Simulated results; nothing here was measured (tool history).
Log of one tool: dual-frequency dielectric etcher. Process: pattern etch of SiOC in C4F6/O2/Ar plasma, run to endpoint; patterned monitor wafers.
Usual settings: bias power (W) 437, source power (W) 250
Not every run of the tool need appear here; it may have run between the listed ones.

run   hour  bias power (W)  source power (W)  wafers since the last listed run  hours since the last wet clean  hours since the last bias power generator calibration  hours since the last source power generator calibration  hours since the last upper electrode change  incoming incoming film thickness, nm  endpoint time (s)
  1      0             437               250                                 0                           137.7                                                   2232                                                     3667                                         3839                                 46.16               19.7
  2   69.3             437               250                              1263                             207                                                 2301.3                                                   3736.3                                       3908.3                                 45.88               19.3
  3     83             437               250                               249                           220.7                                                   2315                                                     3750                                         3922                                 46.11               19.4
  4   99.7             351               230                               304                           237.4                                                 2331.7                                                   3766.7                                       3938.7                                 45.77               21.6
  5  125.1             437               250                               462                           262.8                                                 2357.1                                                   3792.1                                       3964.1                                 46.48               19.6
  6    140             507               250                               271                           277.7                                                   2372                                                     3807                                         3979                                 46.09               18.3
  7  157.5             507               250                               318                           295.2                                                 2389.5                                                   3824.5                                       3996.5                                 45.75                 18
  8  175.3             437               230                               324                             313                                                 2407.3                                                   3842.3                                       4014.3                                 45.72               19.6
  9  209.2             437               230                               617                           346.9                                                 2441.2                                                   3876.2                                       4048.2                                 46.18               19.9
 10  240.9             437               250                               577                           378.6                                                 2472.9                                                   3907.9                                       4079.9                                 45.92               19.1
 11  263.9             437               250                               419                           401.6                                                 2495.9                                                   3930.9                                       4102.9                                 46.53               19.5
 12  296.3             390               250                               590                             434                                                 2528.3                                                   3963.3                                       4135.3                                 46.08               20.2
 13  322.7             409               250                               481                           460.4                                                 2554.7                                                   3989.7                                       4161.7                                 46.43               19.9
     362.7  -- source power generator calibrated
 14  363.2             437               250                               665                           500.9                                                 2595.2                                                      0.5                                       4202.2                                 45.83               19.1
 15    375             437               250                               215                           512.7                                                   2607                                                     12.3                                         4214                                 46.31               19.3
 16  405.6             437               250                               557                           543.3                                                 2637.6                                                     42.9                                       4244.6                                 45.59               19.1
 17  417.8             492               210                               222                           555.5                                                 2649.8                                                     55.1                                       4256.8                                 45.73               18.7
 18  430.4             336               200                               229                           568.1                                                 2662.4                                                     67.7                                       4269.4                                 45.64               22.2
 19  453.9             437               300                               428                           591.6                                                 2685.9                                                     91.2                                       4292.9                                 45.99               17.9
     495.8  -- wet clean of the chamber
 20  496.3             437               200                               335                             0.5                                                 2728.3                                                    133.6                                       4335.3                                 45.68                 21
 21  496.9             379               250                                10                             1.1                                                 2728.9                                                    134.2                                       4335.9                                 46.19               20.5
 22  554.7             528               280                              1053                            58.9                                                 2786.7                                                      192                                       4393.7                                  46.1               17.5
 23  571.5             437               210                               306                            75.7                                                 2803.5                                                    208.8                                       4410.5                                 45.66               20.4
     607.9  -- bias power generator calibrated
     623.8  -- upper electrode replaced
 24  624.3             517               250                               598                           128.5                                                   16.4                                                    261.6                                          0.5                                 45.75                 18
 25  624.7             522               210                                 7                           128.9                                                   16.8                                                      262                                          0.9                                 45.81               19.1
 26  645.1             540               220                               371                           149.3                                                   37.2                                                    282.4                                         21.3                                 46.18               18.5
 27  659.3             437               250                               258                           163.5                                                   51.4                                                    296.6                                         35.5                                 46.14               19.4
 28  680.8             437               290                               391                             185                                                   72.9                                                    318.1                                           57                                    46               18.5
 29  714.6             473               210                               616                           218.8                                                  106.7                                                    351.9                                         90.8                                 45.93               19.6
 30  734.1             437               250                               355                           238.3                                                  126.2                                                    371.4                                        110.3                                 46.16               19.2
 31  748.7             392               290                               266                           252.9                                                  140.8                                                      386                                        124.9                                 45.93                 19
 32  781.7             437               250                               601                           285.9                                                  173.8                                                      419                                        157.9                                  45.7               19.2

Branching from run 32: 3 alternative next runs. What would each branch give?
  A  782.1             533               250                                 7                           286.3                                                  174.2                                                    419.4                                        158.3                                 46.55                  ?
  B  782.1             437               280                                 7                           286.3                                                  174.2                                                    419.4                                        158.3                                 46.55                  ?
  C  782.1             369               280                                 7                           286.3                                                  174.2                                                    419.4                                        158.3                                 46.55                  ?

run  endpoint time (s)
  A               17.9
  B               18.7
  C               20.1
With no hidden state in the tool, these same runs would have given:
run  endpoint time (s)
  A               18.3
  B               19.1
  C               20.5
